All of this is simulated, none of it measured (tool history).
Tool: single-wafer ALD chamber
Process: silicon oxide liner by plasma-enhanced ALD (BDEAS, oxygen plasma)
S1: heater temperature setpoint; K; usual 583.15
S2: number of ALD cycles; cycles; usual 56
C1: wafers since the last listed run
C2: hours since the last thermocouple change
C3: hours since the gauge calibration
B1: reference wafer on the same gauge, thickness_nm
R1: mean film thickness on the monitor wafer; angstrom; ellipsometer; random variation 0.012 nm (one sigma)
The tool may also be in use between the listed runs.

| run | day | S1 | S2 | C1 | C2 | C3 | B1 | R1 |
|---|---|---|---|---|---|---|---|---|
| 1 | 0 | 583.15 | 56 | 0 | 1276.1 | 163.9 | 5.58 | 49.64 |
| 2 | 4.296 | 583.15 | 56 | 656 | 1379.2 | 267 | 5.586 | 49.52 |
| 3 | 5.758 | 583.15 | 56 | 223 | 1414.3 | 302.1 | 5.595 | 49.53 |
| 4 | 6.942 | 583.15 | 56 | 180 | 1442.7 | 330.5 | 5.598 | 49.78 |
| 5 | 7.95 | 583.15 | 56 | 154 | 1466.9 | 354.7 | 5.591 | 49.69 |
| 6 | 8.717 | 583.15 | 56 | 117 | 1485.3 | 373.1 | 5.605 | 49.59 |
| 7 | 9.65 | 573.15 | 56 | 142 | 1507.7 | 395.5 | 5.598 | 50.33 |
| 8 | 10.729 | 573.15 | 56 | 164 | 1533.6 | 421.4 | 5.609 | 50.44 |
| 9 | 12.962 | 573.15 | 56 | 341 | 1587.2 | 475 | 5.602 | 50.47 |
| 10 | 13.771 | 583.15 | 51 | 123 | 1606.6 | 494.4 | 5.611 | 45.26 |
|  | 14.208 | thermocouple changed; heater temperature recalibrated |
| 11 | 14.296 | 583.15 | 56 | 29 | 2.1 | 507 | 5.62 | 50 |
| 12 | 15.692 | 580.15 | 56 | 213 | 35.6 | 540.5 | 5.621 | 50.13 |
| 13 | 16.842 | 580.15 | 56 | 175 | 63.2 | 568.1 | 5.629 | 50.27 |
| 14 | 17.85 | 580.15 | 56 | 154 | 87.4 | 592.3 | 5.635 | 50.19 |
| 15 | 18.508 | 583.15 | 56 | 100 | 103.2 | 608.1 | 5.632 | 49.86 |
| 16 | 19.746 | 583.15 | 56 | 189 | 132.9 | 637.8 | 5.642 | 49.92 |
| 17 | 21.233 | 583.15 | 56 | 227 | 168.6 | 673.5 | 5.648 | 50.11 |
| 18 | 22.079 | 583.15 | 56 | 129 | 188.9 | 693.8 | 5.657 | 50.09 |
| 19 | 22.95 | 583.15 | 56 | 133 | 209.8 | 714.7 | 5.657 | 50.27 |
| 20 | 24.012 | 583.15 | 56 | 162 | 235.3 | 740.2 | 5.661 | 50.02 |
| 21 | 24.788 | 594.15 | 56 | 118 | 253.9 | 758.8 | 5.676 | 49.61 |
| 22 | 25.875 | 573.15 | 52 | 166 | 280 | 784.9 | 5.672 | 47.67 |
| 23 | 26.633 | 583.15 | 56 | 115 | 298.2 | 803.1 | 5.679 | 50.44 |
| 24 | 27.35 | 573.15 | 59 | 109 | 315.4 | 820.3 | 5.689 | 54.22 |
|  | 27.662 | gauge calibrated |
| 25 | 28.458 | 587.15 | 63 | 169 | 342 | 19.1 | 5.575 | 55.41 |
| 26 | 29.708 | 583.15 | 56 | 191 | 372 | 49.1 | 5.584 | 49.53 |
| 27 | 30.55 | 583.15 | 59 | 128 | 392.2 | 69.3 | 5.581 | 52.23 |
| 28 | 31.317 | 583.15 | 56 | 117 | 410.6 | 87.7 | 5.581 | 49.48 |
| 29 | 32.154 | 579.15 | 64 | 127 | 430.7 | 107.8 | 5.579 | 56.66 |
| 30 | 32.767 | 576.15 | 56 | 93 | 445.4 | 122.5 | 5.578 | 49.84 |
| 31 | 33.688 | 596.15 | 56 | 140 | 467.5 | 144.6 | 5.582 | 48.6 |
| 32 | 35.025 | 589.15 | 56 | 204 | 499.6 | 176.7 | 5.582 | 49.1 |
| 33 | 36.188 | 590.15 | 67 | 177 | 527.5 | 204.6 | 5.586 | 58.65 |
| 34 | 36.733 | 593.15 | 51 | 83 | 540.6 | 217.7 | 5.59 | 44.48 |
| 35 | 37.946 | 583.15 | 56 | 185 | 569.7 | 246.8 | 5.585 | 49.75 |
| 36 | 39.379 | 583.15 | 56 | 219 | 604.1 | 281.2 | 5.592 | 49.59 |

The tool's hidden state at each run:
wafer temperature above the value expected at the setpoint (K): 0 in every run
H1: gauge reads high (%)
| run | H1 |
|---|---|
| 1 | 0.149 |
| 2 | 0.282 |
| 3 | 0.342 |
| 4 | 0.395 |
| 5 | 0.445 |
| 6 | 0.485 |
| 7 | 0.537 |
| 8 | 0.6 |
| 9 | 0.744 |
| 10 | 0.801 |
| 11 | 0.838 |
| 12 | 0.944 |
| 13 | 1.04 |
| 14 | 1.12 |
| 15 | 1.18 |
| 16 | 1.29 |
| 17 | 1.43 |
| 18 | 1.51 |
| 19 | 1.6 |
| 20 | 1.71 |
| 21 | 1.79 |
| 22 | 1.91 |
| 23 | 2 |
| 24 | 2.08 |
| 25 | 0.161 |
| 26 | 0.167 |
| 27 | 0.174 |
| 28 | 0.183 |
| 29 | 0.195 |
| 30 | 0.205 |
| 31 | 0.222 |
| 32 | 0.253 |
| 33 | 0.285 |
| 34 | 0.302 |
| 35 | 0.342 |
| 36 | 0.397 |

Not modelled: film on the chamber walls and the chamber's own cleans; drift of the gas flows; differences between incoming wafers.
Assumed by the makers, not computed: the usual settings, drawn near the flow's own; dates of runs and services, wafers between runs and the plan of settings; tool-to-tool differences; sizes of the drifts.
